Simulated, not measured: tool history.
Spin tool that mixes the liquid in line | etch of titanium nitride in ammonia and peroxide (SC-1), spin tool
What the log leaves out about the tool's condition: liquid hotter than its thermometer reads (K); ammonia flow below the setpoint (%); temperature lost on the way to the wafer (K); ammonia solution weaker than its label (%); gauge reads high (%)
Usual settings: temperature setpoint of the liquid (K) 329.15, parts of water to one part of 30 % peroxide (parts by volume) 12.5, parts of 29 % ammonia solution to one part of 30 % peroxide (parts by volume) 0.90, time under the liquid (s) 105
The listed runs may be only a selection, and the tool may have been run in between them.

| run | day | temperature setpoint of the liquid (K) | parts of water to one part of 30 % peroxide (parts by volume) | parts of 29 % ammonia solution to one part of 30 % peroxide (parts by volume) | time under the liquid (s) | wafers since the last listed run | hours since the thermometer was replaced | hours since the ammonia flow meter was replaced | hours since the heated supply line was repaired | hours since the drum of ammonia solution was connected | hours since the gauge calibration | read-back film thickness of the titanium nitride reference wafer, read on the same gauge (nm) | thickness taken off the titanium nitride on a monitor wafer (nm) |
|---|---|---|---|---|---|---|---|---|---|---|---|---|---|
| 1 | 0.000 | 329.15 | 12.5 | 0.90 | 105 | 0 | 68.9 | 1805.0 | 927.9 | 55.7 | 1473.3 | 127.02 | 5.48 |
| 2 | 1.200 | 329.15 | 12.5 | 0.90 | 105 | 302 | 97.7 | 1833.8 | 956.7 | 84.5 | 1502.1 | 127.06 | 5.51 |
|  | 2.988 | heated supply line repaired |
| 3 | 3.008 | 329.15 | 9.0 | 0.90 | 105 | 445 | 141.1 | 1877.2 | 0.5 | 127.9 | 1545.5 | 127.10 | 6.46 |
|  | 3.008 | gauge calibrated |
| 4 | 5.408 | 323.65 | 12.5 | 0.90 | 105 | 605 | 198.7 | 1934.8 | 58.1 | 185.5 | 57.6 | 122.12 | 3.65 |
| 5 | 10.283 | 323.65 | 12.5 | 0.90 | 105 | 1230 | 315.7 | 2051.8 | 175.1 | 302.5 | 174.6 | 123.35 | 3.74 |
| 6 | 11.892 | 329.15 | 12.5 | 0.90 | 105 | 405 | 354.3 | 2090.4 | 213.7 | 341.1 | 213.2 | 123.73 | 5.36 |
| 7 | 13.062 | 329.15 | 12.5 | 1.20 | 105 | 295 | 382.4 | 2118.5 | 241.8 | 369.2 | 241.3 | 123.95 | 5.63 |
|  | 13.700 | ammonia flow meter replaced |
| 8 | 15.550 | 329.15 | 10.5 | 0.90 | 60 | 617 | 442.1 | 44.4 | 301.5 | 428.9 | 301.0 | 124.41 | 3.35 |
| 9 | 17.717 | 329.15 | 8.0 | 0.90 | 105 | 546 | 494.1 | 96.4 | 353.5 | 480.9 | 353.0 | 124.84 | 6.78 |
| 10 | 20.142 | 329.15 | 9.0 | 0.90 | 105 | 611 | 552.3 | 154.6 | 411.7 | 539.1 | 411.2 | 125.19 | 6.42 |
| 11 | 21.400 | 329.15 | 10.0 | 0.90 | 105 | 317 | 582.5 | 184.8 | 441.9 | 569.3 | 441.4 | 125.37 | 6.08 |
|  | 23.533 | thermometer replaced |
| 12 | 24.058 | 335.15 | 12.5 | 0.90 | 55 | 660 | 12.6 | 248.6 | 505.7 | 633.1 | 505.2 | 125.76 | 4.18 |
| 13 | 25.192 | 336.65 | 12.5 | 0.90 | 135 | 285 | 39.8 | 275.8 | 532.9 | 660.3 | 532.4 | 125.85 | 11.45 |
| 14 | 28.150 | 333.65 | 8.0 | 1.20 | 105 | 746 | 110.8 | 346.8 | 603.9 | 731.3 | 603.4 | 126.26 | 9.62 |
| 15 | 29.725 | 329.15 | 12.5 | 0.90 | 65 | 397 | 148.6 | 384.6 | 641.7 | 769.1 | 641.2 | 126.43 | 3.34 |
| 16 | 32.546 | 334.65 | 7.5 | 0.90 | 70 | 711 | 216.3 | 452.3 | 709.4 | 836.8 | 708.9 | 126.67 | 6.88 |
| 17 | 34.071 | 335.65 | 12.5 | 0.90 | 50 | 384 | 252.9 | 488.9 | 746.0 | 873.4 | 745.5 | 126.83 | 4.00 |
|  | 34.392 | new drum of ammonia solution connected |
| 18 | 36.633 | 329.15 | 12.5 | 1.05 | 155 | 636 | 314.4 | 550.4 | 807.5 | 53.8 | 807.0 | 126.99 | 8.25 |
| 19 | 39.554 | 329.15 | 10.5 | 0.90 | 105 | 736 | 384.5 | 620.5 | 877.6 | 123.9 | 877.1 | 127.19 | 6.06 |
| 20 | 41.083 | 329.15 | 12.5 | 0.90 | 105 | 385 | 421.2 | 657.2 | 914.3 | 160.6 | 913.8 | 127.32 | 5.60 |
| 21 | 43.812 | 329.15 | 12.5 | 0.90 | 105 | 688 | 486.7 | 722.7 | 979.8 | 226.1 | 979.3 | 127.52 | 5.55 |
|  | 48.004 | heated supply line repaired |
|  | 48.688 | thermometer replaced |
| 22 | 52.533 | 329.15 | 12.5 | 0.90 | 105 | 2179 | 92.3 | 932.0 | 108.7 | 435.4 | 1188.6 | 127.86 | 5.55 |
| 23 | 53.771 | 329.15 | 12.5 | 0.90 | 105 | 312 | 122.0 | 961.7 | 138.4 | 465.1 | 1218.3 | 127.90 | 5.52 |

Consider 5 possible next runs. They are alternatives, not a sequence: every one starts from the tool as it was left by run 23. What does each give?
| A | 53.788 | 329.15 | 12.5 | 0.90 | 105 | 4 | 122.4 | 962.1 | 138.8 | 465.5 | 1218.7 | ? | ? |
| B | 53.788 | 321.15 | 7.0 | 1.20 | 145 | 4 | 122.4 | 962.1 | 138.8 | 465.5 | 1218.7 | ? | ? |
| C | 53.788 | 337.65 | 12.5 | 0.90 | 105 | 4 | 122.4 | 962.1 | 138.8 | 465.5 | 1218.7 | ? | ? |
| D | 53.788 | 333.65 | 12.5 | 0.90 | 105 | 4 | 122.4 | 962.1 | 138.8 | 465.5 | 1218.7 | ? | ? |
| E | 53.788 | 329.15 | 12.5 | 0.90 | 155 | 4 | 122.4 | 962.1 | 138.8 | 465.5 | 1218.7 | ? | ? |

| run | read-back film thickness of the titanium nitride reference wafer, read on the same gauge (nm) | thickness taken off the titanium nitride on a monitor wafer (nm) |
|---|---|---|
| A | 127.90 | 5.54 |
| B | 127.90 | 6.11 |
| C | 127.90 | 9.66 |
| D | 127.90 | 7.46 |
| E | 127.90 | 8.18 |
Had the tool no hidden state, the same runs would have come out as:
| run | thickness taken off the titanium nitride on a monitor wafer (nm) |
|---|---|
| A | 5.20 |
| B | 5.73 |
| C | 9.07 |
| D | 7.00 |
| E | 7.67 |
